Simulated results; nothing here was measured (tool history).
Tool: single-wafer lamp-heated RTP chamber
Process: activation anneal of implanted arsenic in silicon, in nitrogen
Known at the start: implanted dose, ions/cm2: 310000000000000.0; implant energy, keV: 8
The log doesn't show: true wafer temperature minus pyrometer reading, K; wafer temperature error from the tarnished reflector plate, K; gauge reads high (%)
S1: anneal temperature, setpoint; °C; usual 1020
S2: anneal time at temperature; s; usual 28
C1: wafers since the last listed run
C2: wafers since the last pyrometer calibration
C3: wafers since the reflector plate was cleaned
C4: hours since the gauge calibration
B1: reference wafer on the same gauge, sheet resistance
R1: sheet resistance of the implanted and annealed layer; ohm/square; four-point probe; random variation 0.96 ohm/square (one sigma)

run	hour	S1	S2	C1	C2	C3	C4	B1	R1
1	0.0	1020	28	0	2414	7891	111.5	308.64	313.76
# hour 29.1: reflector plate cleaned
2	29.6	1020	28	420	2834	8	141.1	308.32	312.92
3	56.2	1020	28	517	3351	526	167.7	308.29	312.18
4	68.5	1020	19	239	3590	765	180.0	307.79	318.13
5	83.8	1020	19	297	3888	1062	195.3	307.92	317.83
6	107.9	1020	19	468	4357	1531	219.4	307.64	317.66
7	137.0	1038	23	565	4923	2097	248.5	307.15	308.05
8	165.5	1038	23	554	5477	2651	277.0	306.64	309.07
9	184.3	1020	28	365	5843	3017	295.8	306.53	311.58
10	207.0	1020	28	441	6284	3459	318.5	306.23	312.38
11	225.2	1020	21	353	6638	3813	336.7	305.95	313.35
12	245.0	1020	21	385	7023	4198	356.5	305.77	314.94
13	276.5	1020	28	612	7636	4810	388.0	304.89	308.80
14	288.7	1020	28	237	7873	5048	400.2	304.56	310.35
# hour 323.9: gauge calibrated
15	324.5	1020	37	696	8570	5744	0.6	308.74	309.87
16	353.0	998	28	554	9124	6298	29.1	308.47	320.93
# hour 373.5: pyrometer window cleaned and pyrometer calibrated
17	384.3	1020	41	453	209	6751	60.4	308.67	308.91
18	417.3	1012	39	641	851	7393	93.4	308.31	311.58
19	463.9	1001	44	906	1757	8300	140.0	308.08	312.98
20	477.8	1020	28	270	2027	8570	153.9	307.95	314.07
21	513.3	1034	38	690	2718	9260	189.4	307.48	301.19
# hour 523.1: reflector plate cleaned
22	542.1	1000	22	404	3122	369	218.2	307.56	321.18
23	569.8	1020	28	538	3661	907	245.9	306.91	311.41
24	584.1	1008	39	278	3939	1185	260.2	306.88	310.93
25	679.6	1047	33	1857	5797	3043	355.7	305.17	296.13
26	705.2	1020	28	497	6295	3541	381.3	304.71	311.11

Forecast each of these 4 alternatives for the next run:
A	705.6	1012	28	7	6302	3549	381.7	?	?
B	705.6	1011	33	7	6302	3549	381.7	?	?
C	705.6	1048	17	7	6302	3549	381.7	?	?
D	705.6	1000	23	7	6302	3549	381.7	?	?

run	B1	R1
A	304.71	313.28
B	304.71	311.26
C	304.71	308.39
D	304.71	319.59
Without the tool's hidden state the same runs would have given:
run	R1
A	317.65
B	315.61
C	312.69
D	324.05
